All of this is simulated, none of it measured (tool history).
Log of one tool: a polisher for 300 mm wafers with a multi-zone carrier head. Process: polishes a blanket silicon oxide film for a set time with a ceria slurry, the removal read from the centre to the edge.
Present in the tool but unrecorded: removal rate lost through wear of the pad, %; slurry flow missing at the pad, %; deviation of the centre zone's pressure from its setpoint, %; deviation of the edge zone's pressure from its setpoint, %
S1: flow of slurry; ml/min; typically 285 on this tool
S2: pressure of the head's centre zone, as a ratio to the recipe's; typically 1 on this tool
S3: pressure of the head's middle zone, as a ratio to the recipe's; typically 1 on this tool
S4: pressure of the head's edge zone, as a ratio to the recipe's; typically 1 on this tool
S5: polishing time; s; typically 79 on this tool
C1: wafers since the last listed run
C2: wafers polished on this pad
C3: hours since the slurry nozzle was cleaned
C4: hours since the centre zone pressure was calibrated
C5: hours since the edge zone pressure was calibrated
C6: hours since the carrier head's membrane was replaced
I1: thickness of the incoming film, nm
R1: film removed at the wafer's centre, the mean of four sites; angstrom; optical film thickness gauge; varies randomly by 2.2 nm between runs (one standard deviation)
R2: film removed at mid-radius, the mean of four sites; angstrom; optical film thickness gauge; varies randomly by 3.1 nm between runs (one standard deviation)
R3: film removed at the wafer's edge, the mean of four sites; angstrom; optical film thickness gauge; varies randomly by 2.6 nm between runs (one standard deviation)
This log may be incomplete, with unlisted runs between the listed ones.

run	hour	S1	S2	S3	S4	S5	C1	C2	C3	C4	C5	C6	I1	R1	R2	R3
1	0	220	1	1	1	79	0	712	347.7	659.5	1236.9	1338.7	1039.1	1648	1893	1957
2	34.4	220	1	1	1	79	260	973	382.1	693.9	1271.3	1373.1	1042	1606	1897	1929
3	61.6	285	1	1	1	79	206	1179	409.3	721.1	1298.5	1400.3	1024.8	1742	1966	2040
# hour 70.6: worn pad replaced by a new one
4	85	285	0.94	1	1	79	146	108	432.7	744.5	1321.9	1423.7	1045.4	1651	1953	1982
5	103.7	285	0.94	1	1	79	141	250	451.4	763.2	1340.6	1442.4	1042.1	1568	1985	1998
6	121.1	285	1	1	1	79	131	382	468.8	780.6	1358	1459.8	1044.5	1727	1967	1996
7	150.6	345	1	0.96	0.94	79	223	605	498.3	810.1	1387.5	1489.3	1021.7	1749	1985	2005
8	163	240	1	0.94	1.08	63	93	699	510.7	822.5	1399.9	1501.7	1033.2	1273	1420	1609
9	177	285	0.9	1	1	51	106	805	524.7	836.5	1413.9	1515.7	1050.4	999	1267	1268
10	201.9	285	1	1.1	0.91	79	188	994	549.6	861.4	1438.8	1540.6	1034	1712	2111	1884
# hour 206.4: edge zone pressure recalibrated
11	237.1	285	1	1	1.04	54	251	1245	584.8	896.6	30.7	1575.8	1033.7	1158	1348	1379
# hour 243: worn pad replaced by a new one
12	249.3	285	1	0.93	0.89	79	62	47	597	908.8	42.9	1588	1046.2	1708	1824	1911
# hour 256.7: slurry nozzle cleaned
13	261.6	285	1.03	1	0.89	79	85	133	4.9	921.1	55.2	1600.3	1043.7	1948	2147	2034
14	294	190	1	1.09	1	68	245	378	37.3	953.5	87.6	1632.7	1031.6	1495	1907	1771
# hour 309.4: carrier head's membrane replaced by a new one
15	325.9	285	1	1	1	79	203	582	69.2	985.4	119.5	16.5	1025.6	1852	2120	2138
16	341	200	1	1	1	79	114	696	84.3	1000.5	134.6	31.6	1037.1	1744	1983	2060
# hour 356.5: centre zone pressure recalibrated
17	363.2	285	1	1	1	79	152	849	106.5	6.7	156.8	53.8	1038.7	2081	2100	2150
# hour 397.4: worn pad replaced by a new one
18	399.1	285	1	1	1	79	241	12	142.4	42.6	192.7	89.7	1043.3	2065	2120	2126
19	431.8	185	1	1	0.91	79	247	260	175.1	75.3	225.4	122.4	1022.4	1847	1929	1869
20	454.1	285	1	0.89	1	79	168	429	197.4	97.6	247.7	144.7	1044.7	1987	1940	2118
21	474.9	185	1	1	0.91	79	157	586	218.2	118.4	268.5	165.5	1048.3	1803	1932	1827
# hour 553.1: worn pad replaced by a new one
22	558.8	285	1	1	1	61	605	43	302.1	202.3	352.4	249.4	1022.4	1458	1583	1604
23	575.7	345	0.96	1	1.12	92	127	171	319	219.2	369.3	266.3	1017.4	2173	2445	2601

Forecast each of these 3 alternatives for the next run:
A	576.2	285	1	1	1	79	3	175	319.5	219.7	369.8	266.8	1037.3	?	?	?
B	576.2	285	1	1	1	68	3	175	319.5	219.7	369.8	266.8	1037.3	?	?	?
C	576.2	285	1	0.94	1	79	3	175	319.5	219.7	369.8	266.8	1037.3	?	?	?

run	R1	R2	R3
A	1895	2063	2018
B	1631	1776	1737
C	1894	1959	2019
Without the tool's hidden state the same runs would have given:
run	R1	R2	R3
A	2197	2218	2130
B	1891	1909	1833
C	2196	2105	2131

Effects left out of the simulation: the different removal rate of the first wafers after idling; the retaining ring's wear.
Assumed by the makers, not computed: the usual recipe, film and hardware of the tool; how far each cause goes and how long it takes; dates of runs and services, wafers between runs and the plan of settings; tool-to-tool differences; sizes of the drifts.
